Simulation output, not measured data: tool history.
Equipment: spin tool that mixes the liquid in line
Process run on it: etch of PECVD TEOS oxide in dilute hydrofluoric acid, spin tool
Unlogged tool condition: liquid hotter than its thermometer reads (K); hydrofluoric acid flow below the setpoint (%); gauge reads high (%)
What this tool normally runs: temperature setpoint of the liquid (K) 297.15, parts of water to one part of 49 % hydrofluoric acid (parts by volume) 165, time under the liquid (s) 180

run,hour,temperature setpoint of the liquid (K),parts of water to one part of 49 % hydrofluoric acid (parts by volume),time under the liquid (s),wafers since the last listed run,hours since the thermometer was replaced,hours since the hydrofluoric acid flow meter was replaced,hours since the gauge calibration,"read-back film thickness of the PECVD TEOS oxide reference wafer, read on the same gauge (nm)",thickness taken off the PECVD TEOS oxide on a monitor wafer (nm)
1,0,297.15,165,180,0,1958.4,99.1,377.8,150.02,10.84
2,56.5,297.15,165,180,313,2014.9,155.6,434.3,150.02,10.61
# hour 94.7: gauge calibrated
3,101.3,297.15,165,180,248,2059.7,200.4,6.6,149.99,10.66
4,162.7,297.15,165,180,340,2121.1,261.8,68,150,10.59
5,192.2,297.15,165,180,163,2150.6,291.3,97.5,149.97,10.63
6,220.7,297.15,165,180,158,2179.1,319.8,126,150.01,10.49
7,251.2,297.15,165,180,169,2209.6,350.3,156.5,149.97,10.32
8,303.1,297.15,165,180,288,2261.5,402.2,208.4,150.01,10.53
9,348.3,297.15,165,180,250,2306.7,447.4,253.6,149.97,10.45
10,420,301.15,165,235,398,2378.4,519.1,325.3,150,15.67
# hour 435: hydrofluoric acid flow meter replaced
11,448.8,299.15,165,180,154,2407.2,13.8,354.1,149.99,11.61
# hour 455.4: gauge calibrated
12,478.5,297.15,165,180,164,2436.9,43.5,23.1,149.99,10.79
# hour 480.4: thermometer replaced
13,513.8,301.65,200,135,190,33.4,78.8,58.4,150.05,7.4
14,577.2,300.15,165,180,351,96.8,142.2,121.8,150.02,11.77
15,627.3,297.15,165,180,278,146.9,192.3,171.9,150.04,10.58
16,802.7,299.65,165,100,973,322.3,367.7,347.3,150,6.43
# hour 821.8: gauge calibrated
17,830.7,301.15,210,180,155,350.3,395.7,8.9,150.01,9.1

Exercise: give the hidden state of the tool at every run:
liquid hotter than its thermometer reads (K): 0 on each run
gauge reads high (%): 0 on each run
H1: hydrofluoric acid flow below the setpoint (%)
run,H1
1,0.858
2,1.28
3,1.62
4,2.09
5,2.31
6,2.52
7,2.75
8,3.15
9,3.49
10,4.03
11,0.221
12,0.445
13,0.711
14,1.19
15,1.57
16,2.89
17,3.1
